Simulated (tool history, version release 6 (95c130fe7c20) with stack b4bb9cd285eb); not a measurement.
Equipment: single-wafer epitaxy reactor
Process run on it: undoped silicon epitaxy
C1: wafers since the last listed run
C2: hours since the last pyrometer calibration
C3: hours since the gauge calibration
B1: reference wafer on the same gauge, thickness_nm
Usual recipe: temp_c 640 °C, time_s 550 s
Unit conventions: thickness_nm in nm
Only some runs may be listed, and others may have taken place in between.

{"run": 1, "hour": 0.0, "temp_c": 633, "time_s": 550, "C1": 0, "C2": 560.9, "C3": 66.2, "B1": 73.765, "thickness_nm": 64.074}
{"run": 2, "hour": 16.8, "temp_c": 633, "time_s": 550, "C1": 58, "C2": 577.7, "C3": 83, "B1": 73.645, "thickness_nm": 64.34}
{"run": 3, "hour": 26.8, "temp_c": 640, "time_s": 500, "C1": 34, "C2": 587.7, "C3": 93, "B1": 73.695, "thickness_nm": 66.833}
{"run": 4, "hour": 36.8, "temp_c": 640, "time_s": 550, "C1": 34, "C2": 597.7, "C3": 103, "B1": 73.79, "thickness_nm": 73.158}
{"run": 5, "hour": 51.6, "temp_c": 640, "time_s": 550, "C1": 51, "C2": 612.5, "C3": 117.8, "B1": 73.675, "thickness_nm": 72.916}
{"run": 6, "hour": 103.9, "temp_c": 640, "time_s": 550, "C1": 182, "C2": 664.8, "C3": 170.1, "B1": 73.746, "thickness_nm": 73.396}
{"run": 7, "hour": 119.4, "temp_c": 640, "time_s": 594, "C1": 54, "C2": 680.3, "C3": 185.6, "B1": 73.642, "thickness_nm": 79.833}
{"run": 8, "hour": 134.2, "temp_c": 640, "time_s": 594, "C1": 51, "C2": 695.1, "C3": 200.4, "B1": 73.747, "thickness_nm": 78.905}
{"run": 9, "hour": 143.1, "temp_c": 640, "time_s": 594, "C1": 31, "C2": 704, "C3": 209.3, "B1": 73.693, "thickness_nm": 79.169}
{"run": 10, "hour": 158.6, "temp_c": 629, "time_s": 550, "C1": 54, "C2": 719.5, "C3": 224.8, "B1": 73.698, "thickness_nm": 58.972}
{"run": 11, "hour": 171.3, "temp_c": 629, "time_s": 550, "C1": 44, "C2": 732.2, "C3": 237.5, "B1": 73.769, "thickness_nm": 58.608}
{"run": 12, "hour": 188.2, "temp_c": 629, "time_s": 550, "C1": 59, "C2": 749.1, "C3": 254.4, "B1": 73.654, "thickness_nm": 59.021}
{"run": 13, "hour": 236.0, "temp_c": 632, "time_s": 470, "C1": 167, "C2": 796.9, "C3": 302.2, "B1": 73.685, "thickness_nm": 52.944}
{"run": 14, "hour": 243.5, "temp_c": 632, "time_s": 470, "C1": 26, "C2": 804.4, "C3": 309.7, "B1": 73.732, "thickness_nm": 53.326}
{"run": 15, "hour": 259.1, "temp_c": 651, "time_s": 550, "C1": 54, "C2": 820, "C3": 325.3, "B1": 73.659, "thickness_nm": 90.296}
{"run": 16, "hour": 299.0, "temp_c": 651, "time_s": 550, "C1": 139, "C2": 859.9, "C3": 365.2, "B1": 73.708, "thickness_nm": 90.562}
{"run": 17, "hour": 316.9, "temp_c": 640, "time_s": 550, "C1": 62, "C2": 877.8, "C3": 383.1, "B1": 73.685, "thickness_nm": 72.781}
{"run": 18, "hour": 333.8, "temp_c": 631, "time_s": 550, "C1": 59, "C2": 894.7, "C3": 400, "B1": 73.734, "thickness_nm": 61.153}
{"run": 19, "hour": 347.5, "temp_c": 631, "time_s": 550, "C1": 47, "C2": 908.4, "C3": 413.7, "B1": 73.707, "thickness_nm": 60.806}
{"hour": 357.2, "done": "gauge calibrated"}
{"hour": 357.9, "done": "pyrometer calibrated"}
{"run": 20, "hour": 359.1, "temp_c": 631, "time_s": 550, "C1": 12, "C2": 1.2, "C3": 1.9, "B1": 73.677, "thickness_nm": 63.997}
{"run": 21, "hour": 370.7, "temp_c": 640, "time_s": 550, "C1": 40, "C2": 12.8, "C3": 13.5, "B1": 73.609, "thickness_nm": 76.102}
{"run": 22, "hour": 387.2, "temp_c": 646, "time_s": 486, "C1": 57, "C2": 29.3, "C3": 30, "B1": 73.721, "thickness_nm": 76.717}
{"run": 23, "hour": 396.9, "temp_c": 646, "time_s": 486, "C1": 33, "C2": 39, "C3": 39.7, "B1": 73.805, "thickness_nm": 75.952}
{"run": 24, "hour": 404.2, "temp_c": 640, "time_s": 654, "C1": 25, "C2": 46.3, "C3": 47, "B1": 73.692, "thickness_nm": 90.564}
{"run": 25, "hour": 416.4, "temp_c": 655, "time_s": 622, "C1": 42, "C2": 58.5, "C3": 59.2, "B1": 73.632, "thickness_nm": 115.963}
{"run": 26, "hour": 434.1, "temp_c": 640, "time_s": 550, "C1": 61, "C2": 76.2, "C3": 76.9, "B1": 73.79, "thickness_nm": 76.405}
{"run": 27, "hour": 446.0, "temp_c": 646, "time_s": 474, "C1": 41, "C2": 88.1, "C3": 88.8, "B1": 73.681, "thickness_nm": 74.364}
{"run": 28, "hour": 460.7, "temp_c": 640, "time_s": 550, "C1": 51, "C2": 102.8, "C3": 103.5, "B1": 73.691, "thickness_nm": 76.83}
{"run": 29, "hour": 471.6, "temp_c": 630, "time_s": 621, "C1": 38, "C2": 113.7, "C3": 114.4, "B1": 73.707, "thickness_nm": 70.44}
{"run": 30, "hour": 481.1, "temp_c": 633, "time_s": 550, "C1": 33, "C2": 123.2, "C3": 123.9, "B1": 73.76, "thickness_nm": 66.847}
{"run": 31, "hour": 490.4, "temp_c": 626, "time_s": 620, "C1": 32, "C2": 132.5, "C3": 133.2, "B1": 73.793, "thickness_nm": 65.382}
{"run": 32, "hour": 497.6, "temp_c": 635, "time_s": 443, "C1": 25, "C2": 139.7, "C3": 140.4, "B1": 73.789, "thickness_nm": 55.679}
{"run": 33, "hour": 504.1, "temp_c": 630, "time_s": 601, "C1": 22, "C2": 146.2, "C3": 146.9, "B1": 73.689, "thickness_nm": 67.947}
{"run": 34, "hour": 514.6, "temp_c": 628, "time_s": 507, "C1": 36, "C2": 156.7, "C3": 157.4, "B1": 73.724, "thickness_nm": 55.751}
{"run": 35, "hour": 522.5, "temp_c": 640, "time_s": 467, "C1": 27, "C2": 164.6, "C3": 165.3, "B1": 73.67, "thickness_nm": 65.034}
{"run": 36, "hour": 561.3, "temp_c": 651, "time_s": 550, "C1": 135, "C2": 203.4, "C3": 204.1, "B1": 73.735, "thickness_nm": 94.126}
{"run": 37, "hour": 573.1, "temp_c": 640, "time_s": 550, "C1": 41, "C2": 215.2, "C3": 215.9, "B1": 73.705, "thickness_nm": 75.956}
{"run": 38, "hour": 589.6, "temp_c": 640, "time_s": 550, "C1": 57, "C2": 231.7, "C3": 232.4, "B1": 73.753, "thickness_nm": 76.061}
{"run": 39, "hour": 607.5, "temp_c": 640, "time_s": 458, "C1": 62, "C2": 249.6, "C3": 250.3, "B1": 73.719, "thickness_nm": 63.069}
{"run": 40, "hour": 616.7, "temp_c": 627, "time_s": 639, "C1": 32, "C2": 258.8, "C3": 259.5, "B1": 73.761, "thickness_nm": 68.383}
{"run": 41, "hour": 629.6, "temp_c": 632, "time_s": 621, "C1": 45, "C2": 271.7, "C3": 272.4, "B1": 73.668, "thickness_nm": 73.36}
{"run": 42, "hour": 636.9, "temp_c": 634, "time_s": 473, "C1": 25, "C2": 279, "C3": 279.7, "B1": 73.701, "thickness_nm": 58.203}
{"run": 43, "hour": 651.6, "temp_c": 628, "time_s": 491, "C1": 51, "C2": 293.7, "C3": 294.4, "B1": 73.728, "thickness_nm": 53.507}
{"run": 44, "hour": 666.5, "temp_c": 640, "time_s": 513, "C1": 52, "C2": 308.6, "C3": 309.3, "B1": 73.689, "thickness_nm": 70.777}
{"run": 45, "hour": 679.2, "temp_c": 649, "time_s": 550, "C1": 44, "C2": 321.3, "C3": 322, "B1": 73.758, "thickness_nm": 90.589}
{"run": 46, "hour": 687.1, "temp_c": 635, "time_s": 647, "C1": 27, "C2": 329.2, "C3": 329.9, "B1": 73.705, "thickness_nm": 80.886}

5 ways to go on from here, each from the tool as it stands after run 46. What would each give?
{"run": "A", "hour": 687.7, "temp_c": 640, "time_s": 550, "C1": 2, "C2": 329.8, "C3": 330.5, "B1": "?", "thickness_nm": "?"}
{"run": "B", "hour": 687.7, "temp_c": 648, "time_s": 611, "C1": 2, "C2": 329.8, "C3": 330.5, "B1": "?", "thickness_nm": "?"}
{"run": "C", "hour": 687.7, "temp_c": 635, "time_s": 504, "C1": 2, "C2": 329.8, "C3": 330.5, "B1": "?", "thickness_nm": "?"}
{"run": "D", "hour": 687.7, "temp_c": 630, "time_s": 446, "C1": 2, "C2": 329.8, "C3": 330.5, "B1": "?", "thickness_nm": "?"}
{"run": "E", "hour": 687.7, "temp_c": 628, "time_s": 633, "C1": 2, "C2": 329.8, "C3": 330.5, "B1": "?", "thickness_nm": "?"}

run=A B1=73.688 thickness_nm=75.771
run=B B1=73.688 thickness_nm=98.347
run=C B1=73.688 thickness_nm=62.922
run=D B1=73.688 thickness_nm=50.411
run=E B1=73.688 thickness_nm=68.739
Without the tool's unlogged condition, the same runs would have read:
run=A thickness_nm=75.947
run=B thickness_nm=98.572
run=C thickness_nm=63.07
run=D thickness_nm=50.53
run=E thickness_nm=68.902
